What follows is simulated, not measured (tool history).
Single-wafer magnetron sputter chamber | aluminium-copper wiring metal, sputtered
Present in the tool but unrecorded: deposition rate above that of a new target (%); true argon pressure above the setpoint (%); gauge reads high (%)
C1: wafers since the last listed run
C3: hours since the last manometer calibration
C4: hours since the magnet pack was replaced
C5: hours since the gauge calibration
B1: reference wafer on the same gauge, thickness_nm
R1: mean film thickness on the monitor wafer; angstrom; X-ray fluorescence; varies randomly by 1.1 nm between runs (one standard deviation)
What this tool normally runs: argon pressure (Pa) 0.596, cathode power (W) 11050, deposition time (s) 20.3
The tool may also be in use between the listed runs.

run 1 day=0 | argon_pressure_(Pa)=0.596 cathode_power_(W)=11050 deposition_time_(s)=20.3 | C1=0 wafers_on_the_sputter_target=5767 C3=357.9 C4=6100.4 C5=1459.2 | B1=291.179 | R1=3556.13
run 2 day=3.054 | argon_pressure_(Pa)=0.596 cathode_power_(W)=11050 deposition_time_(s)=20.3 | C1=1699 wafers_on_the_sputter_target=7466 C3=431.2 C4=6173.7 C5=1532.5 | B1=291.188 | R1=3566.77
run 3 day=5.45 | argon_pressure_(Pa)=0.596 cathode_power_(W)=11050 deposition_time_(s)=20.3 | C1=1333 wafers_on_the_sputter_target=8800 C3=488.7 C4=6231.2 C5=1590 | B1=290.768 | R1=3570.33
run 4 day=9.2 | argon_pressure_(Pa)=0.596 cathode_power_(W)=11050 deposition_time_(s)=20.3 | C1=2086 wafers_on_the_sputter_target=10887 C3=578.7 C4=6321.2 C5=1680 | B1=291.134 | R1=3564.47
run 5 day=13.225 | argon_pressure_(Pa)=0.596 cathode_power_(W)=11050 deposition_time_(s)=20.3 | C1=2239 wafers_on_the_sputter_target=13127 C3=675.3 C4=6417.8 C5=1776.6 | B1=291.146 | R1=3559.52
-- day=15.017 sputter target and shields replaced
run 6 day=17.179 | argon_pressure_(Pa)=0.596 cathode_power_(W)=12700 deposition_time_(s)=20.3 | C1=2014 wafers_on_the_sputter_target=1203 C3=770.2 C4=6512.7 C5=1871.5 | B1=290.989 | R1=4115.47
run 7 day=19.75 | argon_pressure_(Pa)=0.596 cathode_power_(W)=11050 deposition_time_(s)=19.2 | C1=1430 wafers_on_the_sputter_target=2634 C3=831.9 C4=6574.4 C5=1933.2 | B1=291.009 | R1=3372
run 8 day=23.812 | argon_pressure_(Pa)=0.596 cathode_power_(W)=11050 deposition_time_(s)=19.2 | C1=2260 wafers_on_the_sputter_target=4895 C3=929.4 C4=6671.9 C5=2030.7 | B1=290.964 | R1=3398.71
run 9 day=27.658 | argon_pressure_(Pa)=0.596 cathode_power_(W)=11050 deposition_time_(s)=18.7 | C1=2140 wafers_on_the_sputter_target=7035 C3=1021.7 C4=6764.2 C5=2123 | B1=291.045 | R1=3296.47
run 10 day=29.592 | argon_pressure_(Pa)=0.596 cathode_power_(W)=11050 deposition_time_(s)=20.3 | C1=1075 wafers_on_the_sputter_target=8111 C3=1068.1 C4=6810.6 C5=2169.4 | B1=291.07 | R1=3592.53
run 11 day=31.096 | argon_pressure_(Pa)=0.596 cathode_power_(W)=11050 deposition_time_(s)=20.3 | C1=837 wafers_on_the_sputter_target=8948 C3=1104.2 C4=6846.7 C5=2205.5 | B1=290.772 | R1=3587.72
run 12 day=33.729 | argon_pressure_(Pa)=0.756 cathode_power_(W)=11900 deposition_time_(s)=22.7 | C1=1465 wafers_on_the_sputter_target=10413 C3=1167.4 C4=6909.9 C5=2268.7 | B1=290.727 | R1=3891.36
run 13 day=35.688 | argon_pressure_(Pa)=0.493 cathode_power_(W)=9900 deposition_time_(s)=18.5 | C1=1089 wafers_on_the_sputter_target=11503 C3=1214.4 C4=6956.9 C5=2315.7 | B1=291.224 | R1=3164.96
-- day=36.162 magnet pack replaced
-- day=38.454 sputter target and shields replaced
run 14 day=38.475 | argon_pressure_(Pa)=0.448 cathode_power_(W)=8500 deposition_time_(s)=18.8 | C1=1180 wafers_on_the_sputter_target=11 C3=1281.3 C4=55.5 C5=2382.6 | B1=291.162 | R1=2824.22
run 15 day=40.429 | argon_pressure_(Pa)=0.781 cathode_power_(W)=11050 deposition_time_(s)=20.3 | C1=1087 wafers_on_the_sputter_target=1099 C3=1328.2 C4=102.4 C5=2429.5 | B1=291.196 | R1=3201.92
run 16 day=44.708 | argon_pressure_(Pa)=0.596 cathode_power_(W)=11800 deposition_time_(s)=23.1 | C1=2381 wafers_on_the_sputter_target=3480 C3=1430.9 C4=205.1 C5=2532.2 | B1=290.771 | R1=4401.68
run 17 day=46.4 | argon_pressure_(Pa)=0.801 cathode_power_(W)=9650 deposition_time_(s)=20.3 | C1=941 wafers_on_the_sputter_target=4421 C3=1471.5 C4=245.7 C5=2572.8 | B1=291.053 | R1=2762.12
run 18 day=48.046 | argon_pressure_(Pa)=0.596 cathode_power_(W)=9450 deposition_time_(s)=20.3 | C1=915 wafers_on_the_sputter_target=5337 C3=1511 C4=285.2 C5=2612.3 | B1=291.002 | R1=3091.41
run 19 day=50.704 | argon_pressure_(Pa)=0.665 cathode_power_(W)=11050 deposition_time_(s)=21.8 | C1=1479 wafers_on_the_sputter_target=6817 C3=1574.8 C4=349 C5=2676.1 | B1=290.891 | R1=3706.27
-- day=51.171 gauge calibrated
run 20 day=52.725 | argon_pressure_(Pa)=0.596 cathode_power_(W)=12650 deposition_time_(s)=20.3 | C1=1124 wafers_on_the_sputter_target=7941 C3=1623.3 C4=397.5 C5=37.3 | B1=291.057 | R1=4133.71
run 21 day=56.392 | argon_pressure_(Pa)=0.596 cathode_power_(W)=11050 deposition_time_(s)=18.7 | C1=2040 wafers_on_the_sputter_target=9982 C3=1711.3 C4=485.5 C5=125.3 | B1=291.127 | R1=3348.15
run 22 day=60.525 | argon_pressure_(Pa)=0.596 cathode_power_(W)=11050 deposition_time_(s)=20.3 | C1=2300 wafers_on_the_sputter_target=12282 C3=1810.5 C4=584.7 C5=224.5 | B1=291.018 | R1=3629.58
-- day=62.088 sputter target and shields replaced
run 23 day=63.075 | argon_pressure_(Pa)=0.596 cathode_power_(W)=11050 deposition_time_(s)=17.7 | C1=1233 wafers_on_the_sputter_target=549 C3=1871.7 C4=645.9 C5=285.7 | B1=291.074 | R1=3161.41
run 24 day=64.596 | argon_pressure_(Pa)=0.596 cathode_power_(W)=11050 deposition_time_(s)=20.3 | C1=846 wafers_on_the_sputter_target=1395 C3=1908.2 C4=682.4 C5=322.2 | B1=290.891 | R1=3629.12
-- day=67.612 capacitance manometer re-zeroed and calibrated
run 25 day=68.646 | argon_pressure_(Pa)=0.493 cathode_power_(W)=13150 deposition_time_(s)=20.3 | C1=2068 wafers_on_the_sputter_target=3464 C3=24.8 C4=779.6 C5=419.4 | B1=290.871 | R1=4540.45
run 26 day=70.917 | argon_pressure_(Pa)=0.596 cathode_power_(W)=11050 deposition_time_(s)=20.3 | C1=1263 wafers_on_the_sputter_target=4728 C3=79.3 C4=834.1 C5=473.9 | B1=291.402 | R1=3559.14
run 27 day=73.862 | argon_pressure_(Pa)=0.475 cathode_power_(W)=10350 deposition_time_(s)=21.7 | C1=1639 wafers_on_the_sputter_target=6367 C3=150 C4=904.8 C5=544.6 | B1=290.747 | R1=3868.45
run 28 day=76.954 | argon_pressure_(Pa)=0.596 cathode_power_(W)=11050 deposition_time_(s)=20.3 | C1=1720 wafers_on_the_sputter_target=8087 C3=224.2 C4=979 C5=618.8 | B1=290.902 | R1=3561.51
run 29 day=80.725 | argon_pressure_(Pa)=0.596 cathode_power_(W)=13200 deposition_time_(s)=18.1 | C1=2098 wafers_on_the_sputter_target=10186 C3=314.7 C4=1069.5 C5=709.3 | B1=291.018 | R1=3787.55
run 30 day=83.871 | argon_pressure_(Pa)=0.754 cathode_power_(W)=9550 deposition_time_(s)=22.6 | C1=1750 wafers_on_the_sputter_target=11937 C3=390.2 C4=1145 C5=784.8 | B1=290.998 | R1=3080.16
run 31 day=87.212 | argon_pressure_(Pa)=0.596 cathode_power_(W)=11050 deposition_time_(s)=20.3 | C1=1859 wafers_on_the_sputter_target=13796 C3=470.4 C4=1225.2 C5=865 | B1=291.179 | R1=3574.04
-- day=88.317 sputter target and shields replaced
run 32 day=89.154 | argon_pressure_(Pa)=0.724 cathode_power_(W)=13750 deposition_time_(s)=16.4 | C1=895 wafers_on_the_sputter_target=466 C3=517 C4=1271.8 C5=911.6 | B1=290.812 | R1=3295.24
run 33 day=96.754 | argon_pressure_(Pa)=0.596 cathode_power_(W)=11050 deposition_time_(s)=20.3 | C1=4229 wafers_on_the_sputter_target=4696 C3=699.4 C4=1454.2 C5=1094 | B1=291.34 | R1=3573.33

Difference, measured minus no-hidden-state, one row per run. Run-to-run variation is common to both terms; the gauge's own scatter need not be:
run=1 R1=+1.34
run=2 R1=+2.6
run=3 R1=+3.75
run=4 R1=+5.83
run=5 R1=+8.45
run=6 R1=+13.2
run=7 R1=+12.84
run=8 R1=+16.49
run=9 R1=+19.6
run=10 R1=+23.47
run=11 R1=+25.15
run=12 R1=+39.97
run=13 R1=+21.33
run=14 R1=+18.66
run=15 R1=+44.5
run=16 R1=+52.93
run=17 R1=+48.64
run=18 R1=+41.57
run=19 R1=+61.55
run=20 R1=+64.38
run=21 R1=+58.06
run=22 R1=+70.59
run=23 R1=+65.77
run=24 R1=+78.51
run=25 R1=-3.28
run=26 R1=-3.13
run=27 R1=-2.27
run=28 R1=-2.18
run=29 R1=-1.19
run=30 R1=+0.03
run=31 R1=+1.53
run=32 R1=+2.9
run=33 R1=+7.36

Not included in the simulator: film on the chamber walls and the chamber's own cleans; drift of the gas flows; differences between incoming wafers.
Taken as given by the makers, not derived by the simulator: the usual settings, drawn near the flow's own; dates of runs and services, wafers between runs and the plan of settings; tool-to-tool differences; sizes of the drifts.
